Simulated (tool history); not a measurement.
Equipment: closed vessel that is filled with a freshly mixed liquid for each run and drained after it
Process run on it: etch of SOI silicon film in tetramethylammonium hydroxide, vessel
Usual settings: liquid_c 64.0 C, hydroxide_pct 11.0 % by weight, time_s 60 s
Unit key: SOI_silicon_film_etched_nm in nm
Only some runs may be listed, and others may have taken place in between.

run,hour,liquid_c,hydroxide_pct,time_s,wafers since the last listed run,hours since the thermometer was replaced,hours since the hydroxide flow meter was replaced,hours since the gauge calibration,"read-back film thickness of the SOI silicon film reference wafer, read on the same gauge (nm)",SOI_silicon_film_etched_nm
1,0.0,61.0,11.0,60,0,1121.7,1203.0,198.6,99.98,200.06
2,14.1,61.0,11.0,60,2123,1135.8,1217.1,212.7,100.00,197.32
3,21.2,64.0,11.0,60,1069,1142.9,1224.2,219.8,100.00,239.91
4,37.0,66.5,11.0,60,2379,1158.7,1240.0,235.6,99.98,279.81
5,45.9,66.5,11.0,60,1340,1167.6,1248.9,244.5,100.00,281.33
6,56.9,64.0,13.0,75,1656,1178.6,1259.9,255.5,100.00,281.24
7,67.7,64.0,13.0,75,1626,1189.4,1270.7,266.3,99.98,280.21
8,80.5,64.0,11.0,60,1928,1202.2,1283.5,279.1,99.98,240.24
9,91.9,64.0,11.0,60,1717,1213.6,1294.9,290.5,99.98,240.25
10,109.6,64.0,11.0,60,2666,1231.3,1312.6,308.2,99.99,238.58
# hour 113.4: gauge calibrated
# hour 115.2: thermometer replaced
11,115.9,64.0,9.0,35,798,0.7,1318.9,2.5,99.99,173.07
12,128.9,64.0,9.0,35,1958,13.7,1331.9,15.5,100.01,171.34
13,135.8,64.0,11.0,60,1039,20.6,1338.8,22.4,99.99,271.59
14,148.6,60.5,13.0,60,1928,33.4,1351.6,35.2,99.97,205.12
15,161.0,64.0,11.0,60,1867,45.8,1364.0,47.6,100.01,271.45
16,169.4,71.0,13.5,80,1265,54.2,1372.4,56.0,99.99,501.44
17,177.6,64.0,11.0,60,1235,62.4,1380.6,64.2,99.99,270.91
18,194.8,70.0,12.0,75,2590,79.6,1397.8,81.4,100.00,460.74
# hour 196.8: hydroxide flow meter replaced
19,207.4,64.0,8.0,70,1747,92.2,10.6,94.0,99.99,349.35
20,224.2,58.0,11.0,60,2530,109.0,27.4,110.8,100.01,184.80
21,274.2,64.0,11.0,40,7531,159.0,77.4,160.8,100.00,177.67
22,287.0,67.5,14.0,45,1928,171.8,90.2,173.6,99.97,222.76
23,295.6,64.0,11.0,60,1295,180.4,98.8,182.2,100.00,262.71
24,307.7,67.5,14.0,50,1822,192.5,110.9,194.3,100.00,246.86
25,318.1,64.0,11.0,60,1566,202.9,121.3,204.7,100.02,263.23
26,327.0,64.0,11.0,30,1340,211.8,130.2,213.6,100.01,133.50

Below are 5 alternative next runs, each starting from the tool's condition after run 26. Predict each:
A,327.7,64.0,11.0,95,105,212.5,130.9,214.3,?,?
B,327.7,61.5,7.5,95,105,212.5,130.9,214.3,?,?
C,327.7,67.0,13.5,60,105,212.5,130.9,214.3,?,?
D,327.7,68.5,9.0,75,105,212.5,130.9,214.3,?,?
E,327.7,67.5,11.0,30,105,212.5,130.9,214.3,?,?

run,"read-back film thickness of the SOI silicon film reference wafer, read on the same gauge (nm)",SOI_silicon_film_etched_nm
A,100.00,420.65
B,100.00,411.76
C,100.00,292.47
D,100.00,468.66
E,100.00,164.11
With no hidden state in the tool, these same runs would have given:
run,SOI_silicon_film_etched_nm
A,436.04
B,427.06
C,302.98
D,485.36
E,169.99
